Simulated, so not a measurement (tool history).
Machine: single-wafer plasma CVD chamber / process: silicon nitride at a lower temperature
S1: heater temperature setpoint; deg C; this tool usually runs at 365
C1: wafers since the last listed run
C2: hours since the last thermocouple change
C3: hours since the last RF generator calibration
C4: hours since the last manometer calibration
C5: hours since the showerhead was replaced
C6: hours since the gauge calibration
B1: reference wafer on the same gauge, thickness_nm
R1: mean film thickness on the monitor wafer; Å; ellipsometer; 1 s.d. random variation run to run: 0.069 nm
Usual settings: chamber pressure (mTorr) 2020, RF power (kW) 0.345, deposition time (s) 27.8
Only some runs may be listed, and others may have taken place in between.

Run 1, hour 0.0: usual settings; C1 0; C2 1039.9; C3 1017.6; C4 1524.8; C5 5315.6; C6 186.7; B1 39.602. Result: R1 397.17 Å.
Run 2, hour 64.8: usual settings; C1 1447; C2 1104.7; C3 1082.4; C4 1589.6; C5 5380.4; C6 251.5; B1 39.609. Result: R1 396.97 Å.
Run 3, hour 116.1: usual settings but S1 360 deg C, deposition time (s) 29.2; C1 1146; C2 1156.0; C3 1133.7; C4 1640.9; C5 5431.7; C6 302.8; B1 39.613. Result: R1 418.71 Å.
Run 4, hour 171.4: usual settings but S1 360 deg C, deposition time (s) 29.2; C1 1235; C2 1211.3; C3 1189.0; C4 1696.2; C5 5487.0; C6 358.1; B1 39.613. Result: R1 417.81 Å.
Run 5, hour 232.8: usual settings but S1 360 deg C, deposition time (s) 29.2; C1 1371; C2 1272.7; C3 1250.4; C4 1757.6; C5 5548.4; C6 419.5; B1 39.594. Result: R1 417.50 Å.
Run 6, hour 277.2: usual settings; C1 992; C2 1317.1; C3 1294.8; C4 1802.0; C5 5592.8; C6 463.9; B1 39.594. Result: R1 395.89 Å.
At hour 282.9: gauge calibrated.
At hour 308.2: RF generator calibrated.
At hour 318.0: capacitance manometer re-zeroed and calibrated.
At hour 320.1: thermocouple changed; heater temperature recalibrated.
Run 7, hour 320.6: usual settings; C1 565; C2 0.5; C3 12.4; C4 2.6; C5 5636.2; C6 37.7; B1 39.599. Result: R1 394.75 Å.
Run 8, hour 412.4: usual settings but chamber pressure (mTorr) 1740, RF power (kW) 0.320; C1 2051; C2 92.3; C3 104.2; C4 94.4; C5 5728.0; C6 129.5; B1 39.596. Result: R1 360.36 Å.
Run 9, hour 448.5: usual settings but S1 350 deg C, RF power (kW) 0.325; C1 806; C2 128.4; C3 140.3; C4 130.5; C5 5764.1; C6 165.6; B1 39.608. Result: R1 381.15 Å.
At hour 495.2: showerhead replaced.
Run 10, hour 504.6: usual settings but chamber pressure (mTorr) 1680; C1 1074; C2 184.5; C3 196.4; C4 186.6; C5 9.4; C6 221.7; B1 39.604. Result: R1 376.01 Å.
Run 11, hour 575.3: usual settings; C1 1579; C2 255.2; C3 267.1; C4 257.3; C5 80.1; C6 292.4; B1 39.611. Result: R1 396.55 Å.
Run 12, hour 633.3: usual settings; C1 1295; C2 313.2; C3 325.1; C4 315.3; C5 138.1; C6 350.4; B1 39.610. Result: R1 395.51 Å.
Run 13, hour 760.8: usual settings but S1 373 deg C, chamber pressure (mTorr) 1740, deposition time (s) 25.7; C1 2848; C2 440.7; C3 452.6; C4 442.8; C5 265.6; C6 477.9; B1 39.601. Result: R1 351.40 Å.
At hour 766.5: gauge calibrated.
Run 14, hour 801.3: usual settings but S1 350 deg C, RF power (kW) 0.290; C1 904; C2 481.2; C3 493.1; C4 483.3; C5 306.1; C6 34.8; B1 39.583. Result: R1 353.17 Å.

What the log doesn't show, run by run:
wafer temperature above the value expected at the setpoint (K): 0 on each run
gauge reads high (%): 0 on each run
H1: delivered RF power above the setpoint (%)
H2: true pressure above the setpoint (%)
run       H1       H2
  1    -1.46     7.04
  2    -1.55     7.11
  3    -1.62     7.16
  4     -1.7     7.21
  5    -1.78     7.27
  6    -1.84      7.3
  7  -0.0394  -0.0388
  8   -0.168     1.11
  9   -0.219     1.52
 10   -0.298     2.11
 11   -0.397     2.78
 12   -0.479     3.27
 13   -0.658     4.21
 14   -0.714     4.47
